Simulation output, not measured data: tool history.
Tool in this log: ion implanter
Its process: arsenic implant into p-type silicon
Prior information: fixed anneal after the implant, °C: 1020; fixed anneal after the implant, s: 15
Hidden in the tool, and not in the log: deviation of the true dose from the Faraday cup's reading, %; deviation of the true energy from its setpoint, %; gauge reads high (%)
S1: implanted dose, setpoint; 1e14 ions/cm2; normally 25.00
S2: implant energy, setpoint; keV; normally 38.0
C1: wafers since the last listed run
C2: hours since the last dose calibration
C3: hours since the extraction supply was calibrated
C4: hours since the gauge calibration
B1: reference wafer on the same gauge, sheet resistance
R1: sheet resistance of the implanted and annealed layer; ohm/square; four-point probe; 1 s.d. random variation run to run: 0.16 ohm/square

{"run": 1, "hour": 0.0, "S1": 25.0, "S2": 38.0, "C1": 0, "C2": 771.9, "C3": 4355.3, "C4": 215.0, "B1": 78.39, "R1": 67.45}
{"run": 2, "hour": 47.0, "S1": 25.0, "S2": 38.0, "C1": 603, "C2": 818.9, "C3": 4402.3, "C4": 262.0, "B1": 78.41, "R1": 67.57}
{"hour": 72.3, "done": "Faraday cup replaced and dose calibrated"}
{"run": 3, "hour": 134.1, "S1": 25.0, "S2": 38.0, "C1": 1014, "C2": 61.8, "C3": 4489.4, "C4": 349.1, "B1": 78.39, "R1": 67.81}
{"run": 4, "hour": 223.8, "S1": 25.0, "S2": 38.0, "C1": 1150, "C2": 151.5, "C3": 4579.1, "C4": 438.8, "B1": 78.43, "R1": 68.0}
{"run": 5, "hour": 324.9, "S1": 25.0, "S2": 38.0, "C1": 1297, "C2": 252.6, "C3": 4680.2, "C4": 539.9, "B1": 78.35, "R1": 67.84}
{"run": 6, "hour": 362.8, "S1": 25.0, "S2": 38.0, "C1": 486, "C2": 290.5, "C3": 4718.1, "C4": 577.8, "B1": 78.4, "R1": 67.99}
{"hour": 456.7, "done": "gauge calibrated"}
{"run": 7, "hour": 468.1, "S1": 20.39, "S2": 38.0, "C1": 1351, "C2": 395.8, "C3": 4823.4, "C4": 11.4, "B1": 78.36, "R1": 71.65}
{"run": 8, "hour": 701.6, "S1": 20.39, "S2": 38.0, "C1": 2996, "C2": 629.3, "C3": 5056.9, "C4": 244.9, "B1": 78.36, "R1": 71.29}
{"hour": 741.9, "done": "extraction supply calibrated"}
{"run": 9, "hour": 742.4, "S1": 25.0, "S2": 38.0, "C1": 420, "C2": 670.1, "C3": 0.5, "C4": 285.7, "B1": 78.42, "R1": 67.5}
{"run": 10, "hour": 830.2, "S1": 32.16, "S2": 42.0, "C1": 1126, "C2": 757.9, "C3": 88.3, "C4": 373.5, "B1": 78.38, "R1": 60.8}
{"run": 11, "hour": 885.2, "S1": 21.14, "S2": 51.0, "C1": 705, "C2": 812.9, "C3": 143.3, "C4": 428.5, "B1": 78.38, "R1": 62.59}
{"hour": 941.0, "done": "Faraday cup replaced and dose calibrated"}
{"run": 12, "hour": 970.2, "S1": 22.56, "S2": 26.0, "C1": 987, "C2": 29.2, "C3": 228.3, "C4": 513.5, "B1": 78.41, "R1": 80.77}
{"run": 13, "hour": 1042.2, "S1": 30.89, "S2": 38.0, "C1": 923, "C2": 101.2, "C3": 300.3, "C4": 585.5, "B1": 78.41, "R1": 64.39}
{"run": 14, "hour": 1118.3, "S1": 17.59, "S2": 41.5, "C1": 976, "C2": 177.3, "C3": 376.4, "C4": 661.6, "B1": 78.41, "R1": 73.15}
{"hour": 1136.2, "done": "gauge calibrated"}
{"run": 15, "hour": 1219.0, "S1": 28.34, "S2": 38.0, "C1": 1292, "C2": 278.0, "C3": 477.1, "C4": 82.8, "B1": 78.41, "R1": 65.76}
{"run": 16, "hour": 1323.8, "S1": 27.7, "S2": 38.0, "C1": 1344, "C2": 382.8, "C3": 581.9, "C4": 187.6, "B1": 78.4, "R1": 66.1}

Below are 4 alternative next runs, each starting from the tool's condition after run 16. Predict each:
{"run": "A", "hour": 1324.2, "S1": 25.0, "S2": 30.0, "C1": 5, "C2": 383.2, "C3": 582.3, "C4": 188.0, "B1": "?", "R1": "?"}
{"run": "B", "hour": 1324.2, "S1": 28.09, "S2": 33.0, "C1": 5, "C2": 383.2, "C3": 582.3, "C4": 188.0, "B1": "?", "R1": "?"}
{"run": "C", "hour": 1324.2, "S1": 25.0, "S2": 45.5, "C1": 5, "C2": 383.2, "C3": 582.3, "C4": 188.0, "B1": "?", "R1": "?"}
{"run": "D", "hour": 1324.2, "S1": 26.97, "S2": 28.5, "C1": 5, "C2": 383.2, "C3": 582.3, "C4": 188.0, "B1": "?", "R1": "?"}

run=A B1=78.43 R1=74.75
run=B B1=78.43 R1=70.16
run=C B1=78.43 R1=62.29
run=D B1=78.43 R1=75.33
Take away the tool's hidden state, keep each run's random variation, and the runs would have read:
run=A R1=74.97
run=B R1=70.36
run=C R1=62.57
run=D R1=75.53

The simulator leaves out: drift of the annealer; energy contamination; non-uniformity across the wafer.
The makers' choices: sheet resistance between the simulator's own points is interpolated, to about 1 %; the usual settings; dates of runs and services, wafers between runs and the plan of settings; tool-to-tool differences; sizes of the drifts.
